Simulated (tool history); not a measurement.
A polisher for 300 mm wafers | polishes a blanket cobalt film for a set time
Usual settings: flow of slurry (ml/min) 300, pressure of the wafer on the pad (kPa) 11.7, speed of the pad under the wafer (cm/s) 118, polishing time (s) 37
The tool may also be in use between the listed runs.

| run | hour | flow of slurry (ml/min) | pressure of the wafer on the pad (kPa) | speed of the pad under the wafer (cm/s) | polishing time (s) | wafers since the last listed run | wafers polished on this pad | hours since the slurry nozzle was cleaned | hours since the head pressure was calibrated | incoming thickness of the incoming film, nm | film removed (Å) |
|---|---|---|---|---|---|---|---|---|---|---|---|
| 1 | 0.0 | 300 | 11.7 | 118 | 43 | 0 | 1224 | 11.2 | 125.7 | 707.5 | 1894 |
| 2 | 51.3 | 300 | 11.7 | 118 | 43 | 694 | 1918 | 62.5 | 177.0 | 714.2 | 1893 |
| 3 | 105.5 | 300 | 11.7 | 118 | 43 | 733 | 2652 | 116.7 | 231.2 | 709.3 | 1961 |
| 4 | 198.0 | 345 | 11.7 | 118 | 37 | 1251 | 3904 | 209.2 | 323.7 | 715.9 | 1726 |
| 5 | 236.6 | 345 | 11.7 | 118 | 37 | 522 | 4426 | 247.8 | 362.3 | 696.8 | 1719 |
| 6 | 293.5 | 300 | 11.7 | 118 | 37 | 770 | 5196 | 304.7 | 419.2 | 724.7 | 1719 |
| 7 | 388.9 | 300 | 11.7 | 118 | 37 | 1291 | 6488 | 400.1 | 514.6 | 715.9 | 1734 |
|  | 417.4 | worn pad replaced by a new one |
|  | 551.0 | slurry nozzle cleaned |
| 8 | 623.8 | 300 | 11.7 | 118 | 37 | 3111 | 2780 | 72.8 | 749.5 | 713.8 | 1793 |
| 9 | 730.1 | 300 | 11.7 | 118 | 37 | 1438 | 4218 | 179.1 | 855.8 | 706.5 | 1818 |
|  | 785.9 | head pressure recalibrated |
| 10 | 798.0 | 300 | 11.7 | 118 | 37 | 891 | 5110 | 247.0 | 12.1 | 693.9 | 1597 |
| 11 | 861.7 | 300 | 11.0 | 96 | 37 | 862 | 5972 | 310.7 | 75.8 | 722.0 | 1332 |
| 12 | 907.3 | 300 | 11.7 | 118 | 37 | 617 | 6590 | 356.3 | 121.4 | 710.6 | 1614 |
|  | 957.3 | worn pad replaced by a new one |
| 13 | 1001.5 | 300 | 11.7 | 118 | 37 | 1220 | 597 | 450.5 | 215.6 | 718.7 | 1623 |
| 14 | 1045.5 | 300 | 11.7 | 118 | 37 | 595 | 1193 | 494.5 | 259.6 | 707.6 | 1690 |
|  | 1048.7 | slurry nozzle cleaned |
| 15 | 1109.3 | 300 | 11.7 | 118 | 37 | 849 | 2043 | 60.6 | 323.4 | 703.1 | 1681 |
| 16 | 1167.8 | 300 | 11.7 | 118 | 37 | 791 | 2834 | 119.1 | 381.9 | 698.4 | 1692 |
| 17 | 1348.4 | 350 | 11.7 | 92 | 46 | 2444 | 5279 | 299.7 | 562.5 | 701.1 | 1889 |
|  | 1480.2 | worn pad replaced by a new one |
|  | 1502.0 | head pressure recalibrated |
|  | 1607.6 | slurry nozzle cleaned |
| 18 | 1635.9 | 300 | 11.7 | 118 | 37 | 3796 | 2066 | 28.3 | 133.9 | 721.3 | 1637 |
| 19 | 1673.3 | 345 | 11.7 | 118 | 37 | 506 | 2573 | 65.7 | 171.3 | 715.0 | 1667 |
| 20 | 1723.1 | 300 | 11.7 | 118 | 37 | 674 | 3247 | 115.5 | 221.1 | 706.7 | 1658 |
| 21 | 1799.0 | 300 | 10.3 | 144 | 37 | 1027 | 4274 | 191.4 | 297.0 | 714.0 | 1666 |
| 22 | 1857.7 | 210 | 11.7 | 142 | 34 | 794 | 5068 | 250.1 | 355.7 | 702.3 | 1677 |
| 23 | 1902.4 | 375 | 13.8 | 118 | 33 | 604 | 5673 | 294.8 | 400.4 | 722.7 | 1815 |
| 24 | 1977.6 | 260 | 11.7 | 138 | 37 | 1017 | 6691 | 370.0 | 475.6 | 723.4 | 1866 |
| 25 | 2026.7 | 300 | 8.3 | 118 | 46 | 664 | 7356 | 419.1 | 524.7 | 712.7 | 1511 |
|  | 2076.5 | worn pad replaced by a new one |
|  | 2102.1 | slurry nozzle cleaned |
| 26 | 2108.0 | 385 | 11.7 | 130 | 28 | 1032 | 412 | 5.9 | 606.0 | 701.9 | 1446 |
| 27 | 2178.2 | 300 | 11.7 | 118 | 37 | 950 | 1362 | 76.1 | 676.2 | 715.7 | 1752 |
| 28 | 2235.3 | 300 | 11.7 | 118 | 37 | 772 | 2135 | 133.2 | 733.3 | 702.9 | 1788 |
| 29 | 2313.0 | 300 | 11.7 | 118 | 24 | 1051 | 3187 | 210.9 | 811.0 | 710.8 | 1159 |
| 30 | 2392.6 | 300 | 11.7 | 118 | 50 | 1077 | 4264 | 290.5 | 890.6 | 718.2 | 2468 |
|  | 2397.3 | head pressure recalibrated |
| 31 | 2451.8 | 300 | 14.5 | 118 | 37 | 774 | 5038 | 349.7 | 54.5 | 708.2 | 2008 |
| 32 | 2557.3 | 300 | 11.7 | 118 | 37 | 1427 | 6466 | 455.2 | 160.0 | 716.0 | 1649 |
|  | 2563.7 | slurry nozzle cleaned |
|  | 2590.1 | worn pad replaced by a new one |
| 33 | 2616.1 | 300 | 11.7 | 118 | 37 | 728 | 351 | 52.4 | 218.8 | 713.9 | 1682 |

Forecast each of these 4 alternatives for the next run:
| A | 2616.5 | 205 | 11.7 | 118 | 37 | 5 | 357 | 52.8 | 219.2 | 717.0 | ? |
| B | 2616.5 | 300 | 9.7 | 118 | 37 | 5 | 357 | 52.8 | 219.2 | 717.0 | ? |
| C | 2616.5 | 300 | 9.7 | 84 | 37 | 5 | 357 | 52.8 | 219.2 | 717.0 | ? |
| D | 2616.5 | 345 | 11.7 | 118 | 41 | 5 | 357 | 52.8 | 219.2 | 717.0 | ? |

| run | film removed (Å) |
|---|---|
| A | 1592 |
| B | 1375 |
| C | 1133 |
| D | 1874 |
Without the tool's hidden state the same runs would have given:
| run | film removed (Å) |
|---|---|
| A | 1547 |
| B | 1336 |
| C | 1101 |
| D | 1821 |
